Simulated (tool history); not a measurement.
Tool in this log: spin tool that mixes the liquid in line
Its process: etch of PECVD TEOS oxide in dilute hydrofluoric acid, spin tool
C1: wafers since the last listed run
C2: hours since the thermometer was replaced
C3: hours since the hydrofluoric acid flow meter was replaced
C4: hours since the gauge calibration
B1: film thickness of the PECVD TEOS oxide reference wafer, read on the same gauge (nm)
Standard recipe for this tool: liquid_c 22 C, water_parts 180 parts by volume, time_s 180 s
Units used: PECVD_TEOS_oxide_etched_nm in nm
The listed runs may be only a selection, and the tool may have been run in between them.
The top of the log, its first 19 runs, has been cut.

{"run": 20, "day": 64.075, "liquid_c": 22, "water_parts": 180, "time_s": 180, "C1": 262, "C2": 633.4, "C3": 1111.5, "C4": 518.2, "B1": 140, "PECVD_TEOS_oxide_etched_nm": 7.45}
{"run": 21, "day": 66.379, "liquid_c": 22, "water_parts": 180, "time_s": 250, "C1": 256, "C2": 688.7, "C3": 1166.8, "C4": 573.5, "B1": 140.02, "PECVD_TEOS_oxide_etched_nm": 10.28}
{"run": 22, "day": 67.967, "liquid_c": 26.5, "water_parts": 105, "time_s": 250, "C1": 176, "C2": 726.8, "C3": 1204.9, "C4": 611.6, "B1": 140.01, "PECVD_TEOS_oxide_etched_nm": 22.95}
{"run": 23, "day": 71.442, "liquid_c": 22, "water_parts": 180, "time_s": 180, "C1": 386, "C2": 810.2, "C3": 1288.3, "C4": 695, "B1": 140.01, "PECVD_TEOS_oxide_etched_nm": 7.41}
{"day": 73.396, "done": "hydrofluoric acid flow meter replaced"}
{"run": 24, "day": 73.992, "liquid_c": 22, "water_parts": 180, "time_s": 180, "C1": 278, "C2": 871.4, "C3": 14.3, "C4": 756.2, "B1": 140.01, "PECVD_TEOS_oxide_etched_nm": 7.41}
{"run": 25, "day": 81.262, "liquid_c": 18.5, "water_parts": 240, "time_s": 95, "C1": 807, "C2": 1045.9, "C3": 188.8, "C4": 930.7, "B1": 140.02, "PECVD_TEOS_oxide_etched_nm": 2.42}
{"run": 26, "day": 82.917, "liquid_c": 20.5, "water_parts": 100, "time_s": 180, "C1": 183, "C2": 1085.6, "C3": 228.5, "C4": 970.4, "B1": 140.05, "PECVD_TEOS_oxide_etched_nm": 13.62}
{"run": 27, "day": 85.575, "liquid_c": 25, "water_parts": 260, "time_s": 80, "C1": 295, "C2": 1149.4, "C3": 292.3, "C4": 1034.2, "B1": 140.02, "PECVD_TEOS_oxide_etched_nm": 2.34}
{"run": 28, "day": 89.088, "liquid_c": 22, "water_parts": 180, "time_s": 180, "C1": 390, "C2": 1233.7, "C3": 376.6, "C4": 1118.5, "B1": 140.01, "PECVD_TEOS_oxide_etched_nm": 7.37}
{"run": 29, "day": 91.375, "liquid_c": 20, "water_parts": 265, "time_s": 70, "C1": 254, "C2": 1288.6, "C3": 431.5, "C4": 1173.4, "B1": 139.98, "PECVD_TEOS_oxide_etched_nm": 1.67}
{"run": 30, "day": 93.388, "liquid_c": 19.5, "water_parts": 180, "time_s": 280, "C1": 223, "C2": 1336.9, "C3": 479.8, "C4": 1221.7, "B1": 140, "PECVD_TEOS_oxide_etched_nm": 10.41}
{"run": 31, "day": 96.638, "liquid_c": 19, "water_parts": 180, "time_s": 180, "C1": 361, "C2": 1414.9, "C3": 557.8, "C4": 1299.7, "B1": 139.97, "PECVD_TEOS_oxide_etched_nm": 6.55}
{"run": 32, "day": 98.254, "liquid_c": 18.5, "water_parts": 180, "time_s": 280, "C1": 179, "C2": 1453.7, "C3": 596.6, "C4": 1338.5, "B1": 140.02, "PECVD_TEOS_oxide_etched_nm": 10.02}
{"run": 33, "day": 100.333, "liquid_c": 22, "water_parts": 180, "time_s": 255, "C1": 231, "C2": 1503.6, "C3": 646.5, "C4": 1388.4, "B1": 140.01, "PECVD_TEOS_oxide_etched_nm": 10.43}

Predict each of these 4 candidate next runs independently; none follows another, all start after run 33:
{"run": "A", "day": 100.354, "liquid_c": 22, "water_parts": 135, "time_s": 180, "C1": 2, "C2": 1504.1, "C3": 647, "C4": 1388.9, "B1": "?", "PECVD_TEOS_oxide_etched_nm": "?"}
{"run": "B", "day": 100.354, "liquid_c": 18.5, "water_parts": 255, "time_s": 235, "C1": 2, "C2": 1504.1, "C3": 647, "C4": 1388.9, "B1": "?", "PECVD_TEOS_oxide_etched_nm": "?"}
{"run": "C", "day": 100.354, "liquid_c": 26.5, "water_parts": 220, "time_s": 275, "C1": 2, "C2": 1504.1, "C3": 647, "C4": 1388.9, "B1": "?", "PECVD_TEOS_oxide_etched_nm": "?"}
{"run": "D", "day": 100.354, "liquid_c": 20, "water_parts": 180, "time_s": 240, "C1": 2, "C2": 1504.1, "C3": 647, "C4": 1388.9, "B1": "?", "PECVD_TEOS_oxide_etched_nm": "?"}

run=A B1=140.01 PECVD_TEOS_oxide_etched_nm=10.39
run=B B1=140.01 PECVD_TEOS_oxide_etched_nm=5.57
run=C B1=140.01 PECVD_TEOS_oxide_etched_nm=10.5
run=D B1=140.01 PECVD_TEOS_oxide_etched_nm=9.16
What these runs would have given with no unlogged condition in the tool:
run=A PECVD_TEOS_oxide_etched_nm=10.52
run=B PECVD_TEOS_oxide_etched_nm=5.63
run=C PECVD_TEOS_oxide_etched_nm=10.62
run=D PECVD_TEOS_oxide_etched_nm=9.27
